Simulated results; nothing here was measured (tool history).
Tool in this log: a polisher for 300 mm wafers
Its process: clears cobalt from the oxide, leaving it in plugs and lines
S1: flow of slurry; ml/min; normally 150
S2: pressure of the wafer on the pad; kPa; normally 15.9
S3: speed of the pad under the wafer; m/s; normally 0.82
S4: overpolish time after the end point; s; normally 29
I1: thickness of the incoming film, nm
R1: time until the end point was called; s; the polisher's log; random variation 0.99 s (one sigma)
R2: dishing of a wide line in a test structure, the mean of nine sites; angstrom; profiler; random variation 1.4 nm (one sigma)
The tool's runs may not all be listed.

| run | day | S1 | S2 | S3 | S4 | I1 | R1 | R2 |
|---|---|---|---|---|---|---|---|---|
| 1 | 0 | 125 | 15.9 | 0.82 | 29 | 350.4 | 79.3 | 613 |
| 2 | 2.588 | 125 | 15.9 | 0.82 | 29 | 357.4 | 79.9 | 629 |
| 3 | 3.671 | 125 | 15.9 | 0.82 | 29 | 349.6 | 78.4 | 617 |
| 4 | 6.021 | 150 | 15.9 | 0.82 | 38 | 349.9 | 74.4 | 664 |
|  | 7.229 | worn pad replaced by a new one |
| 5 | 7.271 | 150 | 15.9 | 0.82 | 38 | 346.7 | 75.4 | 645 |
| 6 | 9.704 | 150 | 15.9 | 0.82 | 38 | 348.5 | 72.8 | 669 |
| 7 | 11.912 | 150 | 15.9 | 0.82 | 29 | 353.7 | 72.9 | 607 |
| 8 | 14.683 | 150 | 15.9 | 0.82 | 29 | 351.7 | 73.2 | 611 |
|  | 16.033 | worn pad replaced by a new one |
|  | 16.042 | head pressure recalibrated |
| 9 | 17.5 | 150 | 15.9 | 0.82 | 29 | 354.1 | 88 | 574 |
| 10 | 20.329 | 150 | 15.9 | 0.82 | 29 | 348.8 | 86.2 | 585 |
| 11 | 23.196 | 150 | 15.9 | 0.82 | 29 | 353.5 | 85.1 | 570 |
| 12 | 24.558 | 150 | 15.9 | 0.82 | 29 | 345.3 | 84.2 | 604 |
| 13 | 25.967 | 110 | 15.9 | 0.82 | 29 | 355.5 | 93.8 | 580 |
|  | 26.933 | worn pad replaced by a new one |
|  | 27.375 | slurry nozzle cleaned |
| 14 | 28.212 | 185 | 15.9 | 0.82 | 29 | 355 | 81.9 | 602 |
| 15 | 29.929 | 150 | 13.8 | 0.6 | 29 | 352 | 133 | 469 |
| 16 | 32.171 | 150 | 12.4 | 0.64 | 18 | 351 | 138.3 | 356 |
| 17 | 33.2 | 150 | 15.9 | 0.82 | 29 | 349.5 | 85.6 | 576 |
| 18 | 36.154 | 150 | 15.9 | 0.82 | 29 | 350.2 | 85.8 | 603 |
|  | 37.854 | worn pad replaced by a new one |
| 19 | 38.104 | 150 | 15.9 | 0.82 | 34 | 351.3 | 83.1 | 610 |
| 20 | 39.742 | 150 | 15.9 | 0.82 | 29 | 352.7 | 83.9 | 603 |
| 21 | 42.067 | 115 | 15.9 | 0.94 | 40 | 343.4 | 77 | 673 |
| 22 | 43.217 | 165 | 14.5 | 0.96 | 39 | 347.4 | 77.1 | 651 |
| 23 | 44.925 | 180 | 11.7 | 0.56 | 36 | 346 | 158.9 | 485 |
| 24 | 46.492 | 150 | 15.9 | 0.58 | 29 | 351.1 | 117.8 | 509 |
| 25 | 47.608 | 150 | 15.9 | 0.82 | 29 | 355.5 | 84.2 | 583 |
|  | 48.825 | worn pad replaced by a new one |
| 26 | 48.992 | 150 | 20.7 | 0.94 | 23 | 348.3 | 54.7 | 603 |

Run by run, hidden condition taken away, random variation retained:
Hidden state at play: removal rate lost through wear of the pad, %; slurry flow missing at the pad, %; deviation of the head's pressure from its setpoint, %.
| run | R1 | R2 |
|---|---|---|
| 1 | 87.3 | 593 |
| 2 | 88.7 | 607 |
| 3 | 87.4 | 595 |
| 4 | 83.5 | 648 |
| 5 | 85.1 | 629 |
| 6 | 82.8 | 651 |
| 7 | 83.6 | 581 |
| 8 | 84.9 | 583 |
| 9 | 86.1 | 579 |
| 10 | 84.4 | 590 |
| 11 | 83.4 | 575 |
| 12 | 82.6 | 608 |
| 13 | 92.1 | 584 |
| 14 | 80.6 | 606 |
| 15 | 130.9 | 473 |
| 16 | 136.6 | 359 |
| 17 | 84.6 | 578 |
| 18 | 85.1 | 604 |
| 19 | 82.6 | 611 |
| 20 | 83.7 | 603 |
| 21 | 77.1 | 673 |
| 22 | 77.4 | 651 |
| 23 | 160 | 484 |
| 24 | 119 | 506 |
| 25 | 85.2 | 581 |
| 26 | 55.6 | 601 |
